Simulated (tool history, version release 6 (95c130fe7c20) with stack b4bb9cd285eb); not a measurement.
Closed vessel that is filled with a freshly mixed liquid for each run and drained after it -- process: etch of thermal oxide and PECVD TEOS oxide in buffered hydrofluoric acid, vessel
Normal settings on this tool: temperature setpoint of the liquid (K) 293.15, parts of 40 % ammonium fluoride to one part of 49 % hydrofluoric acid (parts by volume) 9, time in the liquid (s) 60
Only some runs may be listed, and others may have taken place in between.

run,day,temperature setpoint of the liquid (K),parts of 40 % ammonium fluoride to one part of 49 % hydrofluoric acid (parts by volume),time in the liquid (s),wafers since the last listed run,hours since the thermometer was replaced,hours since the hydrofluoric acid flow meter was replaced,hours since the gauge calibration,"read-back film thickness of the thermal oxide reference wafer, read on the same gauge (nm)","read-back film thickness of the PECVD TEOS oxide reference wafer, read on the same gauge (nm)",thickness taken off the thermal oxide on a monitor wafer (Å),thickness taken off the PECVD TEOS oxide on a monitor wafer (Å)
1,0,293.15,9,60,0,1267.4,1707,238.5,30,140,664,1636.3
# day 0.112: hydrofluoric acid flow meter replaced
# day 0.571: thermometer replaced
2,0.604,293.15,9,75,1629,0.8,11.8,253,30,139.99,726,1784.2
3,1.108,293.15,9,75,1576,12.9,23.9,265.1,29.99,139.98,731.1,1774.1
4,1.767,293.15,9,60,2059,28.7,39.7,280.9,29.99,140,578.9,1423.5
# day 1.921: gauge calibrated
5,2.108,293.15,9,60,1068,36.9,47.9,4.5,30,140.02,578.1,1424.3
6,2.383,293.15,9,60,860,43.5,54.5,11.1,29.99,140.02,585.8,1426.2
7,2.846,293.15,9,60,1446,54.6,65.6,22.2,30,140.01,587.9,1442
8,3.558,294.65,8,60,2228,71.7,82.7,39.3,30.01,139.98,726.8,1767.8
9,4.279,291.65,6,60,2254,89,100,56.6,30.01,139.99,804.3,1979.7
10,4.558,293.15,9,80,873,95.7,106.7,63.3,29.98,140.01,784.5,1923.1
11,5.121,293.15,9,60,1759,109.2,120.2,76.8,29.99,140.02,584.9,1430.5
12,5.825,295.65,11,60,2202,126.1,137.1,93.7,30,140,576.6,1434.9
13,6.571,293.15,12.5,60,2332,144,155,111.6,30.01,139.99,445.5,1090.4
14,6.933,293.15,9,70,1133,152.7,163.7,120.3,30,139.99,687.9,1700.3
15,7.796,293.15,9,60,2697,173.4,184.4,141,30.01,140,598.3,1455.1
16,8.129,295.65,6.5,60,1042,181.4,192.4,149,30,139.99,950.8,2348.5
17,8.812,293.15,9,60,2137,197.8,208.8,165.4,29.99,140.01,590,1453.4

Predict the results of run 18:
18,9.283,293.15,9,85,1472,209.1,220.1,176.7,?,?,?,?

read-back film thickness of the thermal oxide reference wafer, read on the same gauge (nm): 29.99
read-back film thickness of the PECVD TEOS oxide reference wafer, read on the same gauge (nm): 140.02
thickness taken off the thermal oxide on a monitor wafer (Å): 843.8
thickness taken off the PECVD TEOS oxide on a monitor wafer (Å): 2066.6
The same run, on a tool lacking any hidden state, would have yielded thickness taken off the thermal oxide on a monitor wafer (Å) 814.2, thickness taken off the PECVD TEOS oxide on a monitor wafer (Å) 1994.1.
